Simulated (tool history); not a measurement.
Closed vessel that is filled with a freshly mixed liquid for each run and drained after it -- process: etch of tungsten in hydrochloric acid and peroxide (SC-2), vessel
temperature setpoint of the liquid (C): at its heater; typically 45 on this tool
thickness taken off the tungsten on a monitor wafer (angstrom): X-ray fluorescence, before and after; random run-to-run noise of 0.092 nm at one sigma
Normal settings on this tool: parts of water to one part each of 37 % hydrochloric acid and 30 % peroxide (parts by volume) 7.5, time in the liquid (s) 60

| run | hour | temperature setpoint of the liquid (C) | parts of water to one part each of 37 % hydrochloric acid and 30 % peroxide (parts by volume) | time in the liquid (s) | wafers since the last listed run | hours since the thermometer was replaced | hours since the chemicals flow meter was replaced | hours since the drum of peroxide was connected | hours since the gauge calibration | read-back film thickness of the tungsten reference wafer, read on the same gauge (nm) | thickness taken off the tungsten on a monitor wafer (angstrom) |
|---|---|---|---|---|---|---|---|---|---|---|---|
| 1 | 0 | 39.5 | 7.5 | 45 | 0 | 2275.6 | 1303.4 | 539.1 | 258.2 | 40 | 63 |
| 2 | 25.2 | 45 | 7.5 | 60 | 3386 | 2300.8 | 1328.6 | 564.3 | 283.4 | 39.99 | 121.3 |
| 3 | 53.2 | 45 | 7.5 | 60 | 3762 | 2328.8 | 1356.6 | 592.3 | 311.4 | 40 | 120.5 |
| 4 | 80.9 | 45 | 7.5 | 60 | 3722 | 2356.5 | 1384.3 | 620 | 339.1 | 40 | 119.6 |
| 5 | 95.2 | 45 | 7.5 | 60 | 1921 | 2370.8 | 1398.6 | 634.3 | 353.4 | 40 | 119.7 |
| 6 | 129 | 45 | 7.5 | 80 | 4542 | 2404.6 | 1432.4 | 668.1 | 387.2 | 40 | 159.5 |
| 7 | 162.2 | 47.5 | 7.5 | 60 | 4461 | 2437.8 | 1465.6 | 701.3 | 420.4 | 40.02 | 141.4 |
|  | 176.2 | chemicals flow meter replaced |
| 8 | 176.7 | 45 | 7.5 | 60 | 1814 | 2452.3 | 0.5 | 715.8 | 434.9 | 39.97 | 118.9 |
|  | 181.9 | new drum of peroxide connected |
|  | 188.7 | thermometer replaced |
|  | 197.5 | gauge calibrated |
| 9 | 203.9 | 53.5 | 4 | 45 | 3386 | 15.2 | 27.7 | 22 | 6.4 | 40.02 | 268.5 |
| 10 | 229.4 | 47.5 | 7.5 | 60 | 3426 | 40.7 | 53.2 | 47.5 | 31.9 | 39.98 | 151.1 |
| 11 | 241.8 | 39 | 11 | 75 | 1666 | 53.1 | 65.6 | 59.9 | 44.3 | 40 | 74.5 |
| 12 | 254.7 | 35.5 | 5 | 90 | 1733 | 66 | 78.5 | 72.8 | 57.2 | 40 | 130.6 |
| 13 | 281.2 | 52.5 | 10 | 35 | 3561 | 92.5 | 105 | 99.3 | 83.7 | 39.98 | 95.6 |
| 14 | 308.3 | 45 | 5.5 | 60 | 3641 | 119.6 | 132.1 | 126.4 | 110.8 | 39.99 | 157.7 |
| 15 | 336.9 | 41.5 | 11 | 75 | 3843 | 148.2 | 160.7 | 155 | 139.4 | 39.99 | 88.9 |
| 16 | 356.1 | 42 | 11 | 60 | 2580 | 167.4 | 179.9 | 174.2 | 158.6 | 39.99 | 73.7 |
| 17 | 376.2 | 45 | 7.5 | 60 | 2701 | 187.5 | 200 | 194.3 | 178.7 | 39.98 | 123.1 |

Branching from run 17: 5 alternative next runs. What would each branch give?
| A | 376.9 | 45 | 4 | 60 | 94 | 188.2 | 200.7 | 195 | 179.4 | ? | ? |
| B | 376.9 | 37.5 | 6.5 | 70 | 94 | 188.2 | 200.7 | 195 | 179.4 | ? | ? |
| C | 376.9 | 38 | 6 | 60 | 94 | 188.2 | 200.7 | 195 | 179.4 | ? | ? |
| D | 376.9 | 36 | 6.5 | 35 | 94 | 188.2 | 200.7 | 195 | 179.4 | ? | ? |
| E | 376.9 | 35.5 | 4.5 | 85 | 94 | 188.2 | 200.7 | 195 | 179.4 | ? | ? |

| run | read-back film thickness of the tungsten reference wafer, read on the same gauge (nm) | thickness taken off the tungsten on a monitor wafer (angstrom) |
|---|---|---|
| A | 40 | 198.9 |
| B | 40 | 96.4 |
| C | 40 | 91.1 |
| D | 40 | 43.2 |
| E | 40 | 132.6 |
The same runs, with their run-to-run variation unchanged, on a tool lacking any hidden condition would have given:
| run | thickness taken off the tungsten on a monitor wafer (angstrom) |
|---|---|
| A | 204.6 |
| B | 99.3 |
| C | 93.8 |
| D | 44.6 |
| E | 136.4 |
